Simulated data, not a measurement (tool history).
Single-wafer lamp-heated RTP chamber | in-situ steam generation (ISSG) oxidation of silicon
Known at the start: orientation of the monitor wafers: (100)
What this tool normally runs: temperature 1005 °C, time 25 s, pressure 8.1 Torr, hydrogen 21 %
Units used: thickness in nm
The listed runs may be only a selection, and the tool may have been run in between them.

| run | hour | temperature | time | pressure | hydrogen | read-back reference wafer on the same gauge, thickness | thickness |
|---|---|---|---|---|---|---|---|
| 1 | 0.0 | 1005 | 28 | 8.9 | 21 | 5.782 | 6.621 |
| 2 | 70.8 | 1005 | 25 | 8.1 | 21 | 5.776 | 6.284 |
| 3 | 267.2 | 1005 | 25 | 8.1 | 21 | 5.784 | 6.307 |
| 4 | 327.9 | 1005 | 25 | 8.1 | 21 | 5.780 | 6.325 |
|  | 406.9 | hydrogen flow controller replaced |
| 5 | 419.7 | 1005 | 25 | 8.1 | 21 | 5.777 | 6.353 |
| 6 | 519.0 | 1018 | 25 | 8.1 | 21 | 5.784 | 6.785 |
| 7 | 624.6 | 1005 | 25 | 8.1 | 21 | 5.784 | 6.355 |
|  | 800.5 | pyrometer window cleaned and pyrometer calibrated, repeated, since the last time left the tool worse |
| 8 | 878.0 | 1005 | 25 | 8.1 | 21 | 5.773 | 6.049 |
|  | 913.7 | pressure gauge zeroed |
| 9 | 963.7 | 1005 | 25 | 8.1 | 21 | 5.777 | 6.083 |
| 10 | 1009.1 | 1005 | 25 | 8.1 | 21 | 5.780 | 6.059 |
| 11 | 1073.7 | 1005 | 25 | 7.5 | 18 | 5.780 | 5.845 |
| 12 | 1113.2 | 992 | 25 | 8.1 | 21 | 5.772 | 5.785 |
| 13 | 1411.0 | 994 | 34 | 7.3 | 24 | 5.776 | 7.007 |
| 14 | 1470.3 | 1005 | 25 | 8.1 | 29 | 5.781 | 6.612 |
|  | 1480.2 | pyrometer window cleaned and pyrometer calibrated |
| 15 | 1545.5 | 1005 | 25 | 8.1 | 21 | 5.776 | 6.065 |
|  | 1560.7 | gauge calibrated |
| 16 | 1620.6 | 1005 | 25 | 9.2 | 16 | 5.778 | 5.679 |
| 17 | 1748.5 | 1005 | 19 | 8.9 | 21 | 5.779 | 5.315 |
| 18 | 1817.8 | 1005 | 25 | 8.1 | 21 | 5.786 | 6.099 |
| 19 | 1886.9 | 1005 | 25 | 8.1 | 21 | 5.778 | 6.096 |
| 20 | 1977.7 | 1005 | 25 | 8.1 | 21 | 5.778 | 6.123 |
| 21 | 2026.9 | 1016 | 25 | 6.9 | 21 | 5.780 | 6.402 |
| 22 | 2100.2 | 1005 | 25 | 8.1 | 21 | 5.773 | 6.148 |
| 23 | 2150.7 | 1005 | 25 | 8.1 | 29 | 5.780 | 6.689 |
| 24 | 2241.7 | 998 | 18 | 8.1 | 21 | 5.778 | 5.115 |
|  | 2283.2 | pyrometer window cleaned and pyrometer calibrated |
| 25 | 2284.4 | 999 | 25 | 9.0 | 21 | 5.776 | 5.851 |
| 26 | 2330.0 | 1014 | 25 | 8.1 | 21 | 5.777 | 6.335 |
| 27 | 2396.1 | 1020 | 17 | 6.9 | 21 | 5.786 | 5.397 |
| 28 | 2521.5 | 1012 | 25 | 8.1 | 27 | 5.785 | 6.675 |
| 29 | 2640.8 | 1005 | 25 | 8.5 | 21 | 5.784 | 6.079 |

Run 30 has not been measured yet. What should we expect?
|  | 2659.4 | pressure gauge zeroed |
| 30 | 2687.9 | 1005 | 25 | 8.1 | 11 | ? | ? |

Logged for run 30: read-back reference wafer on the same gauge, thickness 5.778, thickness 5.311 nm.
On a tool with no hidden condition, and with the same random variation, this run would have come out at thickness 5.239 nm.
